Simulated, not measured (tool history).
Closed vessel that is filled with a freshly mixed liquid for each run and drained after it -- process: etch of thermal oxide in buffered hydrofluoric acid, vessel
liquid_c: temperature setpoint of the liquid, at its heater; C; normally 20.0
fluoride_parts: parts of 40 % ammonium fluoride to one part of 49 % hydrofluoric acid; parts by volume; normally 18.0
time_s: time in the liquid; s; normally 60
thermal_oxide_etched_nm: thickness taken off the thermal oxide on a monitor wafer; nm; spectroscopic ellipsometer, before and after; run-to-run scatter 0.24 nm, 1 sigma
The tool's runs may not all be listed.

run	hour	liquid_c	fluoride_parts	time_s	wafers since the last listed run	hours since the thermometer was replaced	hours since the hydrofluoric acid flow meter was replaced	hours since the gauge calibration	read-back film thickness of the thermal oxide reference wafer, read on the same gauge (nm)	thermal_oxide_etched_nm
1	0.0	20.0	18.0	60	0	2050.2	65.9	440.6	120.02	28.81
2	18.1	20.0	18.0	60	2577	2068.3	84.0	458.7	120.00	28.70
3	37.6	20.0	18.0	60	2776	2087.8	103.5	478.2	119.97	29.03
4	67.4	20.0	21.0	60	4243	2117.6	133.3	508.0	120.01	25.02
5	81.4	20.0	13.5	60	1993	2131.6	147.3	522.0	120.00	38.25
6	158.4	20.0	13.5	60	10964	2208.6	224.3	599.0	120.00	37.51
7	179.1	20.0	13.5	60	2947	2229.3	245.0	619.7	120.00	37.60
8	205.5	22.0	18.0	40	3759	2255.7	271.4	646.1	120.00	21.04
9	224.5	20.0	18.0	60	2705	2274.7	290.4	665.1	120.03	28.46
10	254.6	21.0	18.0	60	4286	2304.8	320.5	695.2	119.98	30.14
11	278.9	21.0	18.0	60	3460	2329.1	344.8	719.5	120.02	29.89
# hour 292.9: gauge calibrated
12	292.9	21.0	18.0	60	1993	2343.1	358.8	0.0	119.99	29.77
13	324.4	20.0	18.0	60	4485	2374.6	390.3	31.5	120.02	28.45
14	341.9	20.0	18.0	60	2491	2392.1	407.8	49.0	119.96	28.29
15	373.0	20.0	18.0	60	4428	2423.2	438.9	80.1	119.99	27.80
16	395.6	20.0	18.0	60	3218	2445.8	461.5	102.7	119.99	27.90
17	423.2	20.0	18.0	60	3930	2473.4	489.1	130.3	120.03	28.25
18	452.3	22.5	22.0	70	4143	2502.5	518.2	159.4	119.99	31.94
19	484.6	20.0	18.0	60	4599	2534.8	550.5	191.7	119.98	28.03
20	538.8	17.0	21.0	30	7718	2589.0	604.7	245.9	119.97	10.31
# hour 540.1: hydrofluoric acid flow meter replaced
21	555.3	20.0	18.0	60	2207	2605.5	15.2	262.4	120.01	28.37
# hour 567.8: thermometer replaced
22	580.0	21.5	18.0	60	3374	12.2	39.9	287.1	120.01	34.12
23	603.6	24.0	24.5	30	3360	35.8	63.5	310.7	119.99	15.27
24	670.7	17.0	23.5	30	9554	102.9	130.6	377.8	120.02	10.76
25	697.1	20.0	18.0	60	3759	129.3	157.0	404.2	120.01	31.44
26	711.5	20.0	22.0	80	2050	143.7	171.4	418.6	120.04	35.53
27	734.5	20.0	18.0	60	3275	166.7	194.4	441.6	119.99	31.28
28	759.3	20.0	18.0	60	3531	191.5	219.2	466.4	119.96	31.00
29	788.0	23.0	21.5	90	4086	220.2	247.9	495.1	119.99	47.22
30	820.1	20.0	18.0	60	4571	252.3	280.0	527.2	119.98	31.39
31	848.1	20.0	18.0	60	3987	280.3	308.0	555.2	120.01	30.98
32	860.8	20.0	21.0	85	1808	293.0	320.7	567.9	120.05	38.26
33	884.6	20.0	24.0	80	3389	316.8	344.5	591.7	120.00	32.76
34	917.3	17.0	21.5	30	4656	349.5	377.2	624.4	120.01	11.20

Here are 3 independent what-if runs from the current tool condition. What would each one return?
A	918.0	20.0	18.0	60	99	350.2	377.9	625.1	?	?
B	918.0	21.5	24.0	50	99	350.2	377.9	625.1	?	?
C	918.0	18.0	18.0	60	99	350.2	377.9	625.1	?	?

run	read-back film thickness of the thermal oxide reference wafer, read on the same gauge (nm)	thermal_oxide_etched_nm
A	119.99	31.01
B	119.99	22.33
C	119.99	27.68
With no hidden state in the tool, these same runs would have given:
run	thermal_oxide_etched_nm
A	32.07
B	23.10
C	28.64
